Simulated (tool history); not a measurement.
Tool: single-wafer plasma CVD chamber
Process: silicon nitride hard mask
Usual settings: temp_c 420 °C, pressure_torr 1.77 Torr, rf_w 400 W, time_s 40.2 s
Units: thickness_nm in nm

run   hour  temp_c  pressure_torr  rf_w  time_s  wafers since the last listed run  hours since the last thermocouple change  hours since the last RF generator calibration  hours since the last manometer calibration  hours since the showerhead was replaced  hours since the gauge calibration  read-back reference wafer on the same gauge, thickness_nm  thickness_nm
  1      0     420           1.77   400    40.2                                 0                                    2290.8                                         1571.1                                      2228.2                                   5000.9                              173.5                                                     70.127        56.519
  2   34.4     429           1.77   400    40.2                               806                                    2325.2                                         1605.5                                      2262.6                                   5035.3                              207.9                                                     70.212        56.213
  3   68.6     429           1.77   400    40.2                               802                                    2359.4                                         1639.7                                      2296.8                                   5069.5                              242.1                                                     70.155        56.135
  4   92.6     429           1.77   400    40.2                               562                                    2383.4                                         1663.7                                      2320.8                                   5093.5                              266.1                                                     70.132        56.131
  5  147.6     420           1.46   400    40.2                              1290                                    2438.4                                         1718.7                                      2375.8                                   5148.5                              321.1                                                     70.118        54.343
     160.8  -- thermocouple changed; heater temperature recalibrated
  6  183.3     420           1.77   400    40.2                               649                                      22.5                                         1754.4                                      2411.5                                   5184.2                              356.8                                                      70.17         56.15
     208.8  -- showerhead replaced
  7  215.4     420           1.77   400    40.2                               565                                      54.6                                         1786.5                                      2443.6                                      6.6                              388.9                                                     70.106        56.115
     240.8  -- gauge calibrated
     268.1  -- RF generator calibrated
  8  280.7     428           1.77   400    37.9                              1344                                     119.9                                           12.6                                      2508.9                                     71.9                               39.9                                                     70.237        56.135
  9  294.4     433           1.42   470    47.9                               321                                     133.6                                           26.3                                      2522.6                                     85.6                               53.6                                                     70.222        78.101
     313.2  -- capacitance manometer re-zeroed and calibrated
 10  374.9     420           1.46   400    40.2                              1700                                     214.1                                          106.8                                        61.7                                    166.1                              134.1                                                     70.206        57.235
 11  395.3     429           1.77   400    40.2                               478                                     234.5                                          127.2                                        82.1                                    186.5                              154.5                                                     70.168        59.364
 12    429     420           2.21   400    40.2                               790                                     268.2                                          160.9                                       115.8                                    220.2                              188.2                                                     70.217         62.47
 13  451.5     428           1.61   425    40.2                               527                                     290.7                                          183.4                                       138.3                                    242.7                              210.7                                                     70.206         61.72
 14  472.3     430           1.52   400    42.6                               487                                     311.5                                          204.2                                       159.1                                    263.5                              231.5                                                     70.204        60.864
 15    495     428           2.06   330    40.2                               532                                     334.2                                          226.9                                       181.8                                    286.2                              254.2                                                     70.237         49.35

Forecast each of these 5 alternatives for the next run:
  A  495.4     420           1.77   400    40.2                                 9                                     334.6                                          227.3                                       182.2                                    286.6                              254.6                                                          ?             ?
  B  495.4     420           1.77   400    32.5                                 9                                     334.6                                          227.3                                       182.2                                    286.6                              254.6                                                          ?             ?
  C  495.4     429           1.33   400    48.2                                 9                                     334.6                                          227.3                                       182.2                                    286.6                              254.6                                                          ?             ?
  D  495.4     420           1.77   445    44.2                                 9                                     334.6                                          227.3                                       182.2                                    286.6                              254.6                                                          ?             ?
  E  495.4     431            2.1   400    45.5                                 9                                     334.6                                          227.3                                       182.2                                    286.6                              254.6                                                          ?             ?

run  read-back reference wafer on the same gauge, thickness_nm  thickness_nm
  A                                                     70.128        59.606
  B                                                     70.128        48.212
  C                                                     70.128         67.15
  D                                                     70.128        72.274
  E                                                     70.128        69.544
Without the tool's hidden state the same runs would have given:
run  thickness_nm
  A        60.009
  B        48.538
  C        67.604
  D        72.763
  E        70.014

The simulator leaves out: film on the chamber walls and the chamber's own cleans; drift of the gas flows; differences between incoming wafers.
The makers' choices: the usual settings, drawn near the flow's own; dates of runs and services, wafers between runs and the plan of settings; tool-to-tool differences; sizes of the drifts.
